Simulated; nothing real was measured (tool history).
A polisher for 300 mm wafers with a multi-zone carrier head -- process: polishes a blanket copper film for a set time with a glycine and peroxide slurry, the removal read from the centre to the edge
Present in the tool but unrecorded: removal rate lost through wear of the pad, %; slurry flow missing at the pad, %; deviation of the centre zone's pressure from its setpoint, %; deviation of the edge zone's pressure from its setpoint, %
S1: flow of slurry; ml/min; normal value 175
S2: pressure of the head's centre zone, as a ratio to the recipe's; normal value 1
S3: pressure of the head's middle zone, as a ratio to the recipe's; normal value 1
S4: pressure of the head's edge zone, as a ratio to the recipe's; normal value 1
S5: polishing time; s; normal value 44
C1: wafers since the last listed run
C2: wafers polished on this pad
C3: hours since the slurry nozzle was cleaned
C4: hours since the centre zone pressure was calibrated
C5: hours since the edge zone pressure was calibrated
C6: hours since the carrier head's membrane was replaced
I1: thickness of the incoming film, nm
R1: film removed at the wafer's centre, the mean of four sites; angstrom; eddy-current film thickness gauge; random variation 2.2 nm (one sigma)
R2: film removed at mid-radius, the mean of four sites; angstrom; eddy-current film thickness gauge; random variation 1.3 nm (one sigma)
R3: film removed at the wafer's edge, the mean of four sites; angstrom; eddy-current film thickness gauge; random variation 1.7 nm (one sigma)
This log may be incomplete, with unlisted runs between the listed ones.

run,hour,S1,S2,S3,S4,S5,C1,C2,C3,C4,C5,C6,I1,R1,R2,R3
1,0,200,1,1,1,44,0,1872,245,959.9,1428.8,925,1373.3,1899,1870,1887
2,22.1,200,1,1,1,44,415,2288,267.1,982,1450.9,947.1,1384.9,1824,1812,1835
3,52.6,175,1,0.93,1,44,573,2862,297.6,1012.5,1481.4,977.6,1394.6,1723,1666,1798
4,70,145,1.06,1,1,44,327,3189,315,1029.9,1498.8,995,1384.4,1746,1664,1693
# hour 92.5: worn pad replaced by a new one
# hour 98.6: edge zone pressure recalibrated
5,99.2,145,1.06,1,1,44,436,88,344.2,1059.1,0.6,1024.2,1364.6,1875,1788,1822
6,122.5,140,1,0.91,1,44,438,526,367.5,1082.4,23.9,1047.5,1382.7,1689,1628,1782
7,147,175,0.94,1,1,44,460,987,392,1106.9,48.4,1072,1362.3,1736,1832,1856
# hour 174.4: carrier head's membrane replaced by a new one
8,174.9,175,1.11,1,1.1,44,430,1418,419.9,1134.8,76.3,0.5,1378.1,1996,1823,1970
9,198.4,175,1,1,1,44,442,1860,443.4,1158.3,99.8,24,1374.7,1819,1811,1817
10,223.5,125,1,0.94,1,44,472,2333,468.5,1183.4,124.9,49.1,1359.6,1583,1560,1688
11,241.5,225,0.91,1,0.94,54,338,2671,486.5,1201.4,142.9,67.1,1360.4,2000,2204,2167
# hour 245.8: slurry nozzle cleaned
# hour 261.2: centre zone pressure recalibrated
# hour 268: worn pad replaced by a new one
12,269.8,175,0.9,1,0.92,44,400,33,24,8.6,171.2,95.4,1394.6,1687,1859,1847
13,304.9,175,0.9,1,0.92,44,660,693,59.1,43.7,206.3,130.5,1400.1,1657,1857,1800
14,329.9,175,0.94,1,1,44,470,1164,84.1,68.7,231.3,155.5,1390,1705,1831,1868
15,349.7,175,1,1,1,44,372,1536,103.9,88.5,251.1,175.3,1372.4,1843,1831,1868
16,363.9,175,1.08,1,0.95,44,267,1803,118.1,102.7,265.3,189.5,1372,1913,1834,1824
17,391.7,175,0.96,1,0.88,44,523,2326,145.9,130.5,293.1,217.3,1375.6,1694,1763,1726
18,420.8,175,0.91,1,1,44,547,2874,175,159.6,322.2,246.4,1376.5,1568,1754,1787
# hour 428.4: worn pad replaced by a new one
19,452.2,175,0.91,1,0.94,44,515,448,206.4,191,353.6,277.8,1371,1685,1821,1830
20,486,175,1,0.89,1,57,635,1084,240.2,224.8,387.4,311.6,1370.2,2371,2171,2467
21,512.4,175,0.88,1,1,44,496,1580,266.6,251.2,413.8,338,1383.2,1600,1818,1862
22,532.4,200,1,1.07,1,44,376,1957,286.6,271.2,433.8,358,1360.2,1852,1964,1864

Below are 4 alternative next runs, each starting from the tool's condition after run 22. Predict each:
A,532.8,175,1,1,1,44,7,1964,287,271.6,434.2,358.4,1389.1,?,?,?
B,532.8,225,1,1,1,59,7,1964,287,271.6,434.2,358.4,1389.1,?,?,?
C,532.8,175,1,1.09,1,38,7,1964,287,271.6,434.2,358.4,1389.1,?,?,?
D,532.8,175,1.11,1,1,44,7,1964,287,271.6,434.2,358.4,1389.1,?,?,?

run,R1,R2,R3
A,1759,1805,1815
B,2465,2517,2505
C,1520,1678,1566
D,1954,1804,1815
Take away the tool's hidden state, keep each run's random variation, and the runs would have read:
run,R1,R2,R3
A,1847,1895,1906
B,2588,2643,2630
C,1596,1761,1644
D,2051,1894,1906
